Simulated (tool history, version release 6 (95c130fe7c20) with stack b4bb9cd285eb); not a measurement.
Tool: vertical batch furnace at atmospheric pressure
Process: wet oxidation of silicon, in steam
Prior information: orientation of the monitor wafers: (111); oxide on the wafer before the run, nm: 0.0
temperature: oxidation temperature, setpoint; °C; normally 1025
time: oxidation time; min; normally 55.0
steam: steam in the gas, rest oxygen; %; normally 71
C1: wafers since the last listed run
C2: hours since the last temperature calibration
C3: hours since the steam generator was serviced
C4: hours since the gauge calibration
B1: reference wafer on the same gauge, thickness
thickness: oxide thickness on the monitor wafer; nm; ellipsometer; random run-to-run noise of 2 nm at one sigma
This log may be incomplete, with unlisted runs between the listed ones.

Run 1, hour 0.0: usual settings; C1 0; C2 1020.5; C3 47.8; C4 1715.3; B1 384.98. Result: thickness 414.18 nm.
Run 2, hour 47.4: usual settings; C1 698; C2 1067.9; C3 95.2; C4 1762.7; B1 385.47. Result: thickness 413.47 nm.
Run 3, hour 136.3: usual settings; C1 1310; C2 1156.8; C3 184.1; C4 1851.6; B1 385.24. Result: thickness 407.64 nm.
Run 4, hour 228.8: usual settings; C1 1363; C2 1249.3; C3 276.6; C4 1944.1; B1 385.00. Result: thickness 408.58 nm.
Run 5, hour 309.4: usual settings; C1 1188; C2 1329.9; C3 357.2; C4 2024.7; B1 385.32. Result: thickness 407.85 nm.
Run 6, hour 389.5: usual settings but time 68.0 min; C1 1181; C2 1410.0; C3 437.3; C4 2104.8; B1 385.09. Result: thickness 462.41 nm.
Run 7, hour 489.5: usual settings but temperature 1016 °C, time 71.5 min; C1 1474; C2 1510.0; C3 537.3; C4 2204.8; B1 384.83. Result: thickness 448.71 nm.
Run 8, hour 595.4: usual settings but temperature 1016 °C, time 71.5 min; C1 1561; C2 1615.9; C3 643.2; C4 2310.7; B1 385.01. Result: thickness 448.97 nm.
Run 9, hour 668.2: usual settings but temperature 1016 °C, time 71.5 min; C1 1073; C2 1688.7; C3 716.0; C4 2383.5; B1 385.24. Result: thickness 451.91 nm.
At hour 809.0: gauge calibrated.
Run 10, hour 896.0: usual settings; C1 3358; C2 1916.5; C3 943.8; C4 87.0; B1 384.70. Result: thickness 399.80 nm.
Run 11, hour 943.3: usual settings; C1 697; C2 1963.8; C3 991.1; C4 134.3; B1 385.16. Result: thickness 397.84 nm.
Run 12, hour 1044.4: usual settings; C1 1490; C2 2064.9; C3 1092.2; C4 235.4; B1 384.88. Result: thickness 396.51 nm.
Run 13, hour 1125.2: usual settings but temperature 1016 °C, steam 64 %; C1 1191; C2 2145.7; C3 1173.0; C4 316.2; B1 384.65. Result: thickness 352.28 nm.
Run 14, hour 1167.6: usual settings; C1 625; C2 2188.1; C3 1215.4; C4 358.6; B1 384.83. Result: thickness 393.52 nm.
Run 15, hour 1253.9: usual settings; C1 1272; C2 2274.4; C3 1301.7; C4 444.9; B1 384.97. Result: thickness 400.13 nm.
Run 16, hour 1332.2: usual settings; C1 1154; C2 2352.7; C3 1380.0; C4 523.2; B1 385.08. Result: thickness 392.67 nm.
At hour 1387.4: steam generator serviced.
Run 17, hour 1387.9: usual settings but temperature 1050 °C, time 69.0 min; C1 467; C2 2408.4; C3 0.5; C4 578.9; B1 385.12. Result: thickness 526.33 nm.
Run 18, hour 1452.3: usual settings but temperature 1003 °C, time 35.5 min, steam 78 %; C1 949; C2 2472.8; C3 64.9; C4 643.3; B1 385.53. Result: thickness 289.12 nm.
Run 19, hour 1493.8: usual settings but time 44.5 min; C1 611; C2 2514.3; C3 106.4; C4 684.8; B1 384.94. Result: thickness 360.01 nm.
Run 20, hour 1535.8: usual settings; C1 619; C2 2556.3; C3 148.4; C4 726.8; B1 384.84. Result: thickness 402.06 nm.
Run 21, hour 1641.1: usual settings but steam 75 %; C1 1552; C2 2661.6; C3 253.7; C4 832.1; B1 384.80. Result: thickness 416.49 nm.
Run 22, hour 1722.5: usual settings but temperature 1015 °C, time 68.5 min, steam 81 %; C1 1200; C2 2743.0; C3 335.1; C4 913.5; B1 384.65. Result: thickness 475.69 nm.
Run 23, hour 1771.5: usual settings but time 33.0 min; C1 722; C2 2792.0; C3 384.1; C4 962.5; B1 385.26. Result: thickness 293.07 nm.
Run 24, hour 1862.7: usual settings; C1 1344; C2 2883.2; C3 475.3; C4 1053.7; B1 385.03. Result: thickness 400.97 nm.
Run 25, hour 1940.1: usual settings but time 34.5 min; C1 1141; C2 2960.6; C3 552.7; C4 1131.1; B1 385.21. Result: thickness 299.53 nm.
Run 26, hour 2018.9: usual settings but time 44.0 min; C1 1161; C2 3039.4; C3 631.5; C4 1209.9; B1 385.06. Result: thickness 352.06 nm.
Run 27, hour 2063.9: usual settings but temperature 1008 °C, time 76.5 min, steam 64 %; C1 663; C2 3084.4; C3 676.5; C4 1254.9; B1 384.50. Result: thickness 422.15 nm.
At hour 2088.8: thermocouples replaced and temperature profile calibrated.
Run 28, hour 2119.7: usual settings but temperature 1016 °C, time 71.5 min; C1 468; C2 30.9; C3 732.3; C4 1310.7; B1 385.03. Result: thickness 448.14 nm.
Run 29, hour 2178.8: usual settings; C1 871; C2 90.0; C3 791.4; C4 1369.8; B1 385.35. Result: thickness 397.32 nm.
Run 30, hour 2284.6: usual settings; C1 1559; C2 195.8; C3 897.2; C4 1475.6; B1 385.69. Result: thickness 393.43 nm.
Run 31, hour 2387.3: usual settings; C1 1514; C2 298.5; C3 999.9; C4 1578.3; B1 384.82. Result: thickness 392.35 nm.
Run 32, hour 2484.2: usual settings; C1 1428; C2 395.4; C3 1096.8; C4 1675.2; B1 384.45. Result: thickness 392.36 nm.
Run 33, hour 2591.1: usual settings but temperature 1036 °C, time 64.5 min, steam 81 %; C1 1576; C2 502.3; C3 1203.7; C4 1782.1; B1 384.65. Result: thickness 494.48 nm.
Run 34, hour 2662.6: usual settings but temperature 1033 °C, time 37.5 min, steam 61 %; C1 1054; C2 573.8; C3 1275.2; C4 1853.6; B1 384.90. Result: thickness 296.41 nm.
Run 35, hour 2714.5: usual settings but time 48.0 min; C1 765; C2 625.7; C3 1327.1; C4 1905.5; B1 385.23. Result: thickness 361.39 nm.
At hour 2810.9: steam generator serviced.
Run 36, hour 2811.4: usual settings but time 69.0 min, steam 81 %; C1 1074; C2 722.6; C3 0.5; C4 2002.4; B1 385.38. Result: thickness 507.89 nm.
Run 37, hour 2900.3: usual settings but temperature 1038 °C; C1 1310; C2 811.5; C3 89.4; C4 2091.3; B1 384.99. Result: thickness 438.34 nm.

Take each entry between the runs: how does the hidden state at the last listed run before it differ from the hidden state at the first listed run after it?
Run 9 -> run 10: gauge calibrated (hour 809.0)
  steam share off its setpoint, % of the setpoint: -3.83 -> -4.94
  measured less the result without the state, thickness: -10.76 -> -12.44 nm
Run 16 -> run 17: steam generator serviced (hour 1387.4)
  steam share off its setpoint, % of the setpoint: -7.08 -> -2.12
  measured less the result without the state, thickness: -17.82 -> -6.46 nm
Run 27 -> run 28: thermocouples replaced and temperature profile calibrated (hour 2088.8)
  steam share off its setpoint, % of the setpoint: -5.42 -> -5.7
  measured less the result without the state, thickness: -14.72 -> -16.13 nm
Run 35 -> run 36: steam generator serviced (hour 2810.9)
  steam share off its setpoint, % of the setpoint: -8.6 -> -0.502
  measured less the result without the state, thickness: -20.47 -> -1.51 nm
